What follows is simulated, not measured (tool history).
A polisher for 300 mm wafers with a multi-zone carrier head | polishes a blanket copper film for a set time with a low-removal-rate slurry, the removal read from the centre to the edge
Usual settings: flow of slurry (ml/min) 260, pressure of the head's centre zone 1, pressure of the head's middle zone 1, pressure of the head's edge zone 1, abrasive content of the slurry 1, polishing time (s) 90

| run | hour | flow of slurry (ml/min) | pressure of the head's centre zone | pressure of the head's middle zone | pressure of the head's edge zone | abrasive content of the slurry | polishing time (s) | wafers since the last listed run | wafers polished on this pad | hours since the slurry nozzle was cleaned | hours since the centre zone pressure was calibrated | hours since the edge zone pressure was calibrated | hours since the carrier head's membrane was replaced | incoming thickness of the incoming film, nm | film removed at the wafer's centre (nm) | film removed at mid-radius (nm) | film removed at the wafer's edge (nm) |
|---|---|---|---|---|---|---|---|---|---|---|---|---|---|---|---|---|---|
| 1 | 0 | 260 | 1 | 1 | 1 | 1 | 72 | 0 | 521 | 785.4 | 431.8 | 622.8 | 1742.1 | 894.9 | 233.2 | 223.6 | 216.4 |
|  | 4.7 | worn pad replaced by a new one |
| 2 | 10.2 | 260 | 1 | 1 | 1 | 1 | 72 | 63 | 55 | 795.6 | 442 | 633 | 1752.3 | 884.7 | 236.5 | 221.7 | 218.7 |
| 3 | 38.7 | 260 | 1 | 1 | 1 | 1 | 90 | 292 | 348 | 824.1 | 470.5 | 661.5 | 1780.8 | 919.5 | 293.2 | 277.1 | 273.7 |
| 4 | 51.8 | 260 | 1 | 1 | 1 | 1 | 90 | 134 | 482 | 837.2 | 483.6 | 674.6 | 1793.9 | 916.5 | 287.2 | 273.2 | 275.8 |
|  | 65.2 | worn pad replaced by a new one, of another model than before |
| 5 | 66.2 | 260 | 1.04 | 1 | 1 | 1 | 90 | 106 | 10 | 851.6 | 498 | 689 | 1808.3 | 906.7 | 298.5 | 279.2 | 274.3 |
|  | 74.6 | slurry nozzle cleaned |
| 6 | 78.2 | 260 | 1.04 | 1 | 1 | 1 | 90 | 112 | 123 | 3.6 | 510 | 701 | 1820.3 | 901.3 | 307.7 | 283.1 | 275.4 |
| 7 | 90.5 | 260 | 1.04 | 1 | 1 | 1 | 90 | 126 | 249 | 15.9 | 522.3 | 713.3 | 1832.6 | 881.3 | 307.1 | 276.1 | 277.5 |
| 8 | 102.2 | 260 | 1 | 1 | 1 | 1.2 | 90 | 120 | 369 | 27.6 | 534 | 725 | 1844.3 | 891 | 296.1 | 287.1 | 281.3 |
|  | 120.3 | edge zone pressure recalibrated |
| 9 | 120.8 | 260 | 1.09 | 0.95 | 1 | 1 | 90 | 170 | 539 | 46.2 | 552.6 | 0.5 | 1862.9 | 894.7 | 316.1 | 267.1 | 275.3 |
|  | 131.2 | worn pad replaced by a new one |
| 10 | 133 | 260 | 1 | 1 | 1 | 1 | 90 | 84 | 18 | 58.4 | 564.8 | 12.7 | 1875.1 | 888.2 | 297 | 278 | 276.4 |
| 11 | 143.2 | 260 | 1 | 1 | 1 | 1 | 90 | 104 | 123 | 68.6 | 575 | 22.9 | 1885.3 | 893.5 | 293.2 | 280.9 | 279.4 |
|  | 158.6 | centre zone pressure recalibrated |
| 12 | 159.1 | 260 | 1.08 | 1 | 1 | 1 | 90 | 142 | 265 | 84.5 | 0.5 | 38.8 | 1901.2 | 909.4 | 287.4 | 275.3 | 274 |
| 13 | 163.8 | 260 | 1 | 1 | 0.93 | 0.75 | 102 | 48 | 314 | 89.2 | 5.2 | 43.5 | 1905.9 | 903 | 296.9 | 301.8 | 284.4 |
|  | 173.9 | carrier head's membrane replaced by a new one |
| 14 | 174.4 | 330 | 1.1 | 1.03 | 1 | 1 | 90 | 57 | 371 | 99.8 | 15.8 | 54.1 | 0.5 | 882 | 307.7 | 287.4 | 275.9 |
| 15 | 182 | 260 | 1 | 1 | 1 | 1 | 90 | 77 | 449 | 107.4 | 23.4 | 61.7 | 8.1 | 896.2 | 270 | 279.8 | 274.9 |
| 16 | 190.3 | 260 | 1 | 1 | 1 | 1 | 90 | 85 | 534 | 115.7 | 31.7 | 70 | 16.4 | 884.1 | 271.9 | 280.4 | 275.3 |
|  | 203.8 | worn pad replaced by a new one |
| 17 | 204.3 | 310 | 1 | 1.04 | 1.08 | 1 | 90 | 102 | 5 | 129.7 | 45.7 | 84 | 30.4 | 890.4 | 276.3 | 293.6 | 286.5 |
| 18 | 211.3 | 260 | 0.97 | 1 | 1 | 1 | 90 | 71 | 77 | 136.7 | 52.7 | 91 | 37.4 | 887.5 | 265.5 | 282.1 | 276.7 |
| 19 | 217.5 | 260 | 1 | 1.06 | 1.07 | 0.8 | 74 | 63 | 140 | 142.9 | 58.9 | 97.2 | 43.6 | 903.4 | 224.8 | 230.2 | 222.1 |
| 20 | 225.4 | 260 | 1 | 1 | 1.06 | 1 | 90 | 81 | 221 | 150.8 | 66.8 | 105.1 | 51.5 | 912.1 | 280.5 | 277.7 | 283.6 |
| 21 | 239.1 | 225 | 1 | 1 | 1 | 1 | 90 | 140 | 362 | 164.5 | 80.5 | 118.8 | 65.2 | 901.2 | 275.2 | 275.1 | 273.6 |
| 22 | 254.8 | 260 | 1 | 1 | 1.04 | 1.1 | 90 | 161 | 523 | 180.2 | 96.2 | 134.5 | 80.9 | 898.4 | 277.2 | 282.7 | 281.4 |

Forecast each of these 3 alternatives for the next run:
| A | 255.2 | 260 | 1 | 1 | 1 | 1 | 90 | 4 | 527 | 180.6 | 96.6 | 134.9 | 81.3 | 901.1 | ? | ? | ? |
| B | 255.2 | 260 | 0.92 | 1 | 1.11 | 1.25 | 90 | 4 | 527 | 180.6 | 96.6 | 134.9 | 81.3 | 901.1 | ? | ? | ? |
| C | 255.2 | 190 | 1.1 | 1.11 | 1 | 1 | 90 | 4 | 527 | 180.6 | 96.6 | 134.9 | 81.3 | 901.1 | ? | ? | ? |

| run | film removed at the wafer's centre (nm) | film removed at mid-radius (nm) | film removed at the wafer's edge (nm) |
|---|---|---|---|
| A | 282.5 | 274.2 | 272.5 |
| B | 269.6 | 284.7 | 297.8 |
| C | 305.9 | 295 | 269 |
Without the tool's hidden state the same runs would have given:
| run | film removed at the wafer's centre (nm) | film removed at mid-radius (nm) | film removed at the wafer's edge (nm) |
|---|---|---|---|
| A | 271.7 | 274.3 | 272.5 |
| B | 259.3 | 284.7 | 297.8 |
| C | 294.3 | 295.1 | 269 |

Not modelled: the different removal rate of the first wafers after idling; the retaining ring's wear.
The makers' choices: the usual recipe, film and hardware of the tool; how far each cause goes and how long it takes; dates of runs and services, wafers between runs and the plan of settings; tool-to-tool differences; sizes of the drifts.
